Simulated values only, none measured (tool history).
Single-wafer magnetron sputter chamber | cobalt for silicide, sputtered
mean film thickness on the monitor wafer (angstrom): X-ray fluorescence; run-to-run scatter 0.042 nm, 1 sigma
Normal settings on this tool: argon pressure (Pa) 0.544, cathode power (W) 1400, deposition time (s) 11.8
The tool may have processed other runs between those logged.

| run | hour | argon pressure (Pa) | cathode power (W) | deposition time (s) | read-back reference wafer on the same gauge, thickness_nm | mean film thickness on the monitor wafer (angstrom) |
|---|---|---|---|---|---|---|
| 1 | 0.0 | 0.544 | 1400 | 11.8 | 8.345 | 85.85 |
| 2 | 26.9 | 0.544 | 1400 | 11.8 | 8.360 | 86.34 |
| 3 | 95.6 | 0.544 | 1400 | 11.8 | 8.376 | 86.58 |
| 4 | 153.9 | 0.544 | 1400 | 11.8 | 8.375 | 85.99 |
|  | 215.3 | sputter target and shields replaced |
| 5 | 215.8 | 0.544 | 1400 | 11.8 | 8.396 | 85.86 |
| 6 | 273.7 | 0.544 | 1400 | 11.8 | 8.389 | 86.10 |
|  | 305.9 | capacitance manometer re-zeroed and calibrated |
| 7 | 310.7 | 0.544 | 1550 | 13.6 | 8.415 | 108.07 |
| 8 | 358.0 | 0.415 | 1400 | 11.8 | 8.413 | 91.41 |
| 9 | 424.1 | 0.544 | 1400 | 11.8 | 8.425 | 86.06 |
| 10 | 495.5 | 0.544 | 1400 | 11.8 | 8.442 | 86.23 |
|  | 540.3 | magnet pack replaced |
| 11 | 552.1 | 0.544 | 1400 | 11.8 | 8.442 | 86.60 |
|  | 569.0 | gauge calibrated |
| 12 | 613.3 | 0.658 | 1150 | 12.6 | 8.074 | 72.27 |
| 13 | 651.9 | 0.658 | 1150 | 12.6 | 8.063 | 72.36 |
| 14 | 691.5 | 0.418 | 1200 | 12.8 | 8.070 | 83.87 |
|  | 706.9 | sputter target and shields replaced |
| 15 | 731.3 | 0.407 | 1400 | 10.7 | 8.081 | 80.19 |
| 16 | 790.5 | 0.363 | 1500 | 9.6 | 8.076 | 77.85 |
| 17 | 820.0 | 0.460 | 1400 | 11.8 | 8.102 | 86.13 |
| 18 | 889.3 | 0.544 | 1400 | 11.8 | 8.103 | 83.58 |
| 19 | 959.6 | 0.544 | 1400 | 11.8 | 8.126 | 83.30 |
| 20 | 1029.6 | 0.402 | 1400 | 10.0 | 8.127 | 74.91 |
| 21 | 1072.1 | 0.731 | 1600 | 13.7 | 8.105 | 99.26 |
| 22 | 1116.7 | 0.544 | 1400 | 11.0 | 8.141 | 77.90 |
| 23 | 1144.5 | 0.544 | 1400 | 11.8 | 8.135 | 83.93 |
|  | 1200.3 | sputter target and shields replaced |
| 24 | 1200.8 | 0.648 | 1200 | 11.8 | 8.162 | 71.52 |
| 25 | 1265.7 | 0.453 | 1400 | 11.8 | 8.153 | 87.17 |
| 26 | 1306.0 | 0.685 | 1500 | 10.2 | 8.176 | 72.25 |
| 27 | 1373.5 | 0.419 | 1400 | 13.9 | 8.158 | 105.30 |
| 28 | 1442.4 | 0.330 | 1200 | 10.9 | 8.183 | 75.50 |
| 29 | 1480.2 | 0.685 | 1500 | 10.2 | 8.195 | 72.22 |
| 30 | 1536.3 | 0.685 | 1500 | 10.2 | 8.201 | 72.67 |
| 31 | 1563.2 | 0.544 | 1600 | 14.1 | 8.233 | 113.07 |
| 32 | 1611.4 | 0.751 | 1200 | 11.8 | 8.216 | 68.25 |
| 33 | 1639.0 | 0.544 | 1400 | 11.8 | 8.242 | 84.10 |
|  | 1678.9 | sputter target and shields replaced |
| 34 | 1691.2 | 0.544 | 1400 | 11.8 | 8.223 | 85.01 |
| 35 | 1737.3 | 0.482 | 1600 | 10.4 | 8.234 | 85.33 |

Hidden state, per run?
deposition rate above that of a new target (%): 0 at every run
true argon pressure above the setpoint (%): 0 at every run
H1: gauge reads high (%)
| run | H1 |
|---|---|
| 1 | 3.35 |
| 2 | 3.41 |
| 3 | 3.55 |
| 4 | 3.66 |
| 5 | 3.79 |
| 6 | 3.9 |
| 7 | 3.98 |
| 8 | 4.07 |
| 9 | 4.21 |
| 10 | 4.35 |
| 11 | 4.46 |
| 12 | -0.34 |
| 13 | -0.263 |
| 14 | -0.183 |
| 15 | -0.103 |
| 16 | 0.0166 |
| 17 | 0.076 |
| 18 | 0.216 |
| 19 | 0.357 |
| 20 | 0.498 |
| 21 | 0.584 |
| 22 | 0.674 |
| 23 | 0.73 |
| 24 | 0.843 |
| 25 | 0.974 |
| 26 | 1.05 |
| 27 | 1.19 |
| 28 | 1.33 |
| 29 | 1.41 |
| 30 | 1.52 |
| 31 | 1.57 |
| 32 | 1.67 |
| 33 | 1.73 |
| 34 | 1.83 |
| 35 | 1.92 |

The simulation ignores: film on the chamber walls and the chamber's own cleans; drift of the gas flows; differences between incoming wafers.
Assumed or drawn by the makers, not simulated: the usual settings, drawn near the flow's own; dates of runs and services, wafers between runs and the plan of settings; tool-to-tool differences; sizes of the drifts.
